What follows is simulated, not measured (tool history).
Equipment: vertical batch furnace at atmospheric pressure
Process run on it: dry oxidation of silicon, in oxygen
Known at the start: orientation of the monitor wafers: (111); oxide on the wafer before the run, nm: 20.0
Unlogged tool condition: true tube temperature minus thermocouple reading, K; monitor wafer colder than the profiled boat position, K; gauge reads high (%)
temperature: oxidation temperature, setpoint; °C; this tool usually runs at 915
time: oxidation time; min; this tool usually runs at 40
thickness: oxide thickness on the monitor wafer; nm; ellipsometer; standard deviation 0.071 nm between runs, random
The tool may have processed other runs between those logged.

run,hour,temperature,time,wafers since the last listed run,hours since the last temperature calibration,hours since the boat lift was adjusted,hours since the gauge calibration,"read-back reference wafer on the same gauge, thickness",thickness
1,0,915,40,0,1179,2840.4,1179.5,40.88,34.16
2,33.7,915,40,571,1212.7,2874.1,1213.2,40.91,34.31
# hour 78.2: boat lift adjusted
3,78.7,915,40,355,1257.7,0.5,1258.2,40.91,35.13
4,85,934,40,106,1264,6.8,1264.5,40.91,39.21
5,115.4,915,40,515,1294.4,37.2,1294.9,40.89,35.19
6,151.1,915,40,604,1330.1,72.9,1330.6,40.88,35.1
7,178.2,915,40,459,1357.2,100,1357.7,40.91,35
8,212.2,915,33,576,1391.2,134,1391.7,40.9,32.5
# hour 215.2: gauge calibrated
9,245.1,915,33,557,1424.1,166.9,29.9,40.9,32.42
10,266,915,33,354,1445,187.8,50.8,40.92,32.45
11,286.2,915,40,342,1465.2,208,71,40.87,34.91
12,305.7,915,40,330,1484.7,227.5,90.5,40.9,34.96
13,340.1,915,40,582,1519.1,261.9,124.9,40.87,34.95
# hour 373.3: thermocouples replaced and temperature profile calibrated
14,373.8,915,40,164,0.5,295.6,158.6,40.89,34.01
15,391.4,915,40,298,18.1,313.2,176.2,40.91,34.14
16,410.2,915,20.5,318,36.9,332,195,40.91,27.16
17,437.2,905,46,457,63.9,359,222,40.87,34.17
18,468.6,915,40,532,95.3,390.4,253.4,40.9,34.16
19,492,915,40,396,118.7,413.8,276.8,40.89,34.14
20,506.7,890,48,249,133.4,428.5,291.5,40.91,32.02
21,525.3,907,52.5,315,152,447.1,310.1,40.9,36.63
22,608.5,915,40,1409,235.2,530.3,393.3,40.89,34.2
23,636.8,915,40,479,263.5,558.6,421.6,40.89,34.35
24,671.6,915,47,589,298.3,593.4,456.4,40.91,36.76
25,691,915,40,328,317.7,612.8,475.8,40.89,34.34
26,704,901,53.5,220,330.7,625.8,488.8,40.89,35.64
27,733.9,922,34,506,360.6,655.7,518.7,40.91,33.6
28,759.8,915,48.5,438,386.5,681.6,544.6,40.91,37.3
29,792.3,930,46.5,550,419,714.1,577.1,40.91,40.15
30,820.3,901,53.5,474,447,742.1,605.1,40.89,35.8
31,834.5,915,40,240,461.2,756.3,619.3,40.9,34.56
32,868.1,927,46,569,494.8,789.9,652.9,40.91,39.33
33,902.9,897,21.5,589,529.6,824.7,687.7,40.91,25.85
34,916.6,915,49,232,543.3,838.4,701.4,40.89,37.58
35,949.8,902,40,562,576.5,871.6,734.6,40.9,32.15
36,970.3,928,33.5,347,597,892.1,755.1,40.91,34.43
37,984.4,925,40,238,611.1,906.2,769.2,40.9,36.55
38,997.5,930,56.5,221,624.2,919.3,782.3,40.93,44.04
39,1016.2,891,54,316,642.9,938,801,40.91,33.99

Measured less the same run without the tool's hidden state. The same run-to-run variation is in both; the gauge's scatter may not be:
run,thickness
1,+0.06
2,+0.06
3,+0.9
4,+0.96
5,+0.87
6,+0.85
7,+0.83
8,+0.68
9,+0.67
10,+0.66
11,+0.76
12,+0.75
13,+0.73
14,-0.08
15,-0.06
16,-0.02
17,-0.01
18,+0.02
19,+0.04
20,+0.05
21,+0.09
22,+0.14
23,+0.16
24,+0.22
25,+0.2
26,+0.23
27,+0.2
28,+0.27
29,+0.29
30,+0.29
31,+0.27
32,+0.33
33,+0.14
34,+0.35
35,+0.27
36,+0.29
37,+0.33
38,+0.43
39,+0.32
